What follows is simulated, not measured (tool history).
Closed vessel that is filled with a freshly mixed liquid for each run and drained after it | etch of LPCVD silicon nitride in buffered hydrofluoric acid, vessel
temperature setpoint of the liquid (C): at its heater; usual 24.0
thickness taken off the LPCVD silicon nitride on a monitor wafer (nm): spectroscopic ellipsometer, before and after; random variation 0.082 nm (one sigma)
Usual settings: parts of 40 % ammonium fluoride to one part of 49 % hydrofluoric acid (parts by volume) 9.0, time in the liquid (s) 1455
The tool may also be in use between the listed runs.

| run | hour | temperature setpoint of the liquid (C) | parts of 40 % ammonium fluoride to one part of 49 % hydrofluoric acid (parts by volume) | time in the liquid (s) | wafers since the last listed run | hours since the thermometer was replaced | hours since the hydrofluoric acid flow meter was replaced | hours since the gauge calibration | read-back film thickness of the LPCVD silicon nitride reference wafer, read on the same gauge (nm) | thickness taken off the LPCVD silicon nitride on a monitor wafer (nm) |
|---|---|---|---|---|---|---|---|---|---|---|
| 1 | 0.0 | 24.0 | 9.0 | 1455 | 0 | 1612.9 | 49.5 | 852.7 | 129.98 | 23.87 |
| 2 | 240.9 | 24.0 | 9.0 | 1455 | 11386 | 1853.8 | 290.4 | 1093.6 | 130.01 | 23.58 |
|  | 275.2 | thermometer replaced |
| 3 | 329.2 | 24.0 | 9.0 | 1455 | 4126 | 54.0 | 378.7 | 1181.9 | 130.00 | 23.46 |
| 4 | 392.2 | 24.0 | 9.0 | 1455 | 2977 | 117.0 | 441.7 | 1244.9 | 130.02 | 23.42 |
| 5 | 479.1 | 24.0 | 9.0 | 1455 | 4107 | 203.9 | 528.6 | 1331.8 | 130.02 | 23.43 |
| 6 | 538.0 | 26.5 | 9.0 | 1455 | 2783 | 262.8 | 587.5 | 1390.7 | 130.00 | 26.81 |
| 7 | 613.9 | 26.5 | 9.0 | 1455 | 3587 | 338.7 | 663.4 | 1466.6 | 129.99 | 26.65 |
|  | 633.1 | gauge calibrated |
| 8 | 666.9 | 24.0 | 8.0 | 1455 | 2505 | 391.7 | 716.4 | 33.8 | 130.00 | 25.94 |
| 9 | 718.6 | 24.0 | 8.0 | 1455 | 2443 | 443.4 | 768.1 | 85.5 | 129.99 | 25.67 |
| 10 | 957.3 | 24.0 | 8.0 | 1455 | 11282 | 682.1 | 1006.8 | 324.2 | 130.01 | 25.47 |
| 11 | 1020.8 | 26.0 | 9.0 | 1455 | 3001 | 745.6 | 1070.3 | 387.7 | 130.00 | 25.33 |
| 12 | 1115.5 | 26.0 | 9.0 | 1455 | 4476 | 840.3 | 1165.0 | 482.4 | 130.00 | 25.34 |
|  | 1116.7 | hydrofluoric acid flow meter replaced |
| 13 | 1211.3 | 24.0 | 9.0 | 1455 | 4480 | 936.1 | 94.6 | 578.2 | 129.99 | 21.66 |
| 14 | 1270.1 | 21.0 | 5.5 | 1955 | 2779 | 994.9 | 153.4 | 637.0 | 129.98 | 38.73 |
| 15 | 1353.3 | 24.0 | 9.0 | 2140 | 3932 | 1078.1 | 236.6 | 720.2 | 130.01 | 31.55 |
| 16 | 1441.2 | 24.0 | 12.0 | 1455 | 4154 | 1166.0 | 324.5 | 808.1 | 129.98 | 16.13 |
| 17 | 1541.0 | 27.0 | 7.0 | 960 | 4717 | 1265.8 | 424.3 | 907.9 | 130.03 | 20.53 |
| 18 | 1587.6 | 22.5 | 7.5 | 1975 | 2202 | 1312.4 | 470.9 | 954.5 | 129.98 | 30.41 |
| 19 | 1685.3 | 21.5 | 6.5 | 675 | 4617 | 1410.1 | 568.6 | 1052.2 | 129.98 | 11.47 |
|  | 1773.7 | hydrofluoric acid flow meter replaced, repeated, since the last time left the tool worse |
| 20 | 1780.7 | 24.0 | 11.5 | 2290 | 4461 | 1505.5 | 7.0 | 1147.6 | 130.02 | 30.37 |
| 21 | 1869.6 | 24.0 | 8.0 | 1455 | 4201 | 1594.4 | 95.9 | 1236.5 | 130.00 | 26.90 |
| 22 | 1929.3 | 24.0 | 9.0 | 935 | 2821 | 1654.1 | 155.6 | 1296.2 | 129.99 | 15.23 |
|  | 2030.7 | thermometer replaced |
|  | 2092.6 | gauge calibrated |
| 23 | 2247.3 | 25.5 | 9.0 | 1455 | 14983 | 216.6 | 473.6 | 154.7 | 130.02 | 25.31 |
| 24 | 2517.6 | 26.5 | 10.0 | 870 | 12775 | 486.9 | 743.9 | 425.0 | 129.99 | 14.63 |
| 25 | 2603.0 | 26.0 | 9.0 | 2165 | 4036 | 572.3 | 829.3 | 510.4 | 129.98 | 38.10 |
| 26 | 2694.1 | 24.0 | 9.0 | 1455 | 4305 | 663.4 | 920.4 | 601.5 | 129.99 | 22.88 |
| 27 | 2753.9 | 24.0 | 9.0 | 1455 | 2826 | 723.2 | 980.2 | 661.3 | 130.02 | 22.77 |

Measured less the same run without the tool's hidden state. The same run-to-run variation is in both; the gauge's scatter may not be:
The hidden state here: liquid colder than its thermometer reads (K); hydrofluoric acid flow below the setpoint (%); gauge reads high (%).
| run | thickness taken off the LPCVD silicon nitride on a monitor wafer (nm) |
|---|---|
| 1 | -0.06 |
| 2 | -0.27 |
| 3 | -0.35 |
| 4 | -0.40 |
| 5 | -0.48 |
| 6 | -0.61 |
| 7 | -0.68 |
| 8 | -1.25 |
| 9 | -1.33 |
| 10 | -1.74 |
| 11 | -1.06 |
| 12 | -1.15 |
| 13 | -2.11 |
| 14 | -4.79 |
| 15 | -3.38 |
| 16 | -2.51 |
| 17 | -3.72 |
| 18 | -5.66 |
| 19 | -2.02 |
| 20 | -0.14 |
| 21 | -0.29 |
| 22 | -0.13 |
| 23 | -0.52 |
| 24 | -0.70 |
| 25 | -1.29 |
| 26 | -0.86 |
| 27 | -0.92 |

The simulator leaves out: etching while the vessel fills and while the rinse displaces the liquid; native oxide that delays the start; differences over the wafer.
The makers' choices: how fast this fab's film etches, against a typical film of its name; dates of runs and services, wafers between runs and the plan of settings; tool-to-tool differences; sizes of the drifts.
